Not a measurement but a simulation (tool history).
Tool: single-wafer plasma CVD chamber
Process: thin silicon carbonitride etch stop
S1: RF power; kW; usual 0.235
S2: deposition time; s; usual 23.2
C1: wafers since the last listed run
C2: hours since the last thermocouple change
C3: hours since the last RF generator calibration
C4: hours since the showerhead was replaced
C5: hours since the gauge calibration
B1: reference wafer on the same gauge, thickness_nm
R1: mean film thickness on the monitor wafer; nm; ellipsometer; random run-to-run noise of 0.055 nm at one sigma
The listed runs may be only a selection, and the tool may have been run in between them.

run    hour     S1    S2    C1      C2      C3      C4      C5      B1      R1
  1     0.0  0.235  23.2     0  1887.4   800.6  4914.7  1016.6  16.319  13.995
  2    49.3  0.235  23.2  1532  1936.7   849.9  4964.0  1065.9  16.314  13.834
  3   146.4  0.200  23.2  3018  2033.8   947.0  5061.1  1163.0  16.280  13.291
  4   250.3  0.235  23.2  3229  2137.7  1050.9  5165.0  1266.9  16.304  13.844
      330.8  -- RF generator calibrated
  5   344.8  0.235  26.5  2688  2232.2    14.0  5259.5  1361.4  16.320  16.057
  6   440.4  0.235  23.2  2971  2327.8   109.6  5355.1  1457.0  16.297  14.026
  7   491.4  0.235  23.2  1585  2378.8   160.6  5406.1  1508.0  16.283  14.064
  8   581.9  0.235  23.2  2813  2469.3   251.1  5496.6  1598.5  16.319  13.940
      819.1  -- showerhead replaced
  9   824.1  0.235  23.2  7280  2711.5   493.3     5.0  1840.7  16.329  14.067
      850.3  -- thermocouple changed; heater temperature recalibrated
 10   897.2  0.235  23.2  2023    46.9   566.4    78.1  1913.8  16.299  13.934
 11   994.6  0.235  20.3  3027   144.3   663.8   175.5  2011.2  16.319  12.255
 12  1030.8  0.235  20.3  1125   180.5   700.0   211.7  2047.4  16.319  12.184
 13  1116.8  0.235  20.3  2673   266.5   786.0   297.7  2133.4  16.291  12.250
 14  1176.2  0.235  23.2  1846   325.9   845.4   357.1  2192.8  16.305  13.889
 15  1238.9  0.260  19.4  1949   388.6   908.1   419.8  2255.5  16.310  11.875
 16  1283.0  0.270  27.2  1370   432.7   952.2   463.9  2299.6  16.280  16.966
 17  1389.3  0.270  21.8  3304   539.0  1058.5   570.2  2405.9  16.312  13.380
     1398.0  -- gauge calibrated
 18  1461.6  0.245  19.6  2247   611.3  1130.8   642.5    63.6  16.295  11.803
 19  1500.7  0.260  27.4  1215   650.4  1169.9   681.6   102.7  16.288  16.676
     1611.9  -- RF generator calibrated
 20  1642.9  0.195  23.2  4171   792.6    31.0   823.8   244.9  16.318  13.561
 21  1722.6  0.235  23.2  2477   872.3   110.7   903.5   324.6  16.294  14.114
 22  1765.9  0.235  23.2  1346   915.6   154.0   946.8   367.9  16.295  14.026
 23  1837.4  0.235  26.7  2222   987.1   225.5  1018.3   439.4  16.283  16.243
 24  1939.4  0.250  20.1  3170  1089.1   327.5  1120.3   541.4  16.287  12.378
 25  2039.5  0.235  23.2  3111  1189.2   427.6  1220.4   641.5  16.300  14.067
 26  2103.9  0.250  23.2  2001  1253.6   492.0  1284.8   705.9  16.322  14.323

Forecast each of these 4 alternatives for the next run:
  A  2104.3  0.235  23.2  12  1254.0  492.4  1285.2  706.3   ?   ?
  B  2104.3  0.210  19.4  12  1254.0  492.4  1285.2  706.3   ?   ?
  C  2104.3  0.270  26.7  12  1254.0  492.4  1285.2  706.3   ?   ?
  D  2104.3  0.205  26.7  12  1254.0  492.4  1285.2  706.3   ?   ?

run      B1      R1
  A  16.331  13.955
  B  16.331  11.370
  C  16.331  16.599
  D  16.331  15.562
With the hidden condition removed and each run's random variation left untouched, the same runs would have given:
run      R1
  A  14.058
  B  11.453
  C  16.721
  D  15.677

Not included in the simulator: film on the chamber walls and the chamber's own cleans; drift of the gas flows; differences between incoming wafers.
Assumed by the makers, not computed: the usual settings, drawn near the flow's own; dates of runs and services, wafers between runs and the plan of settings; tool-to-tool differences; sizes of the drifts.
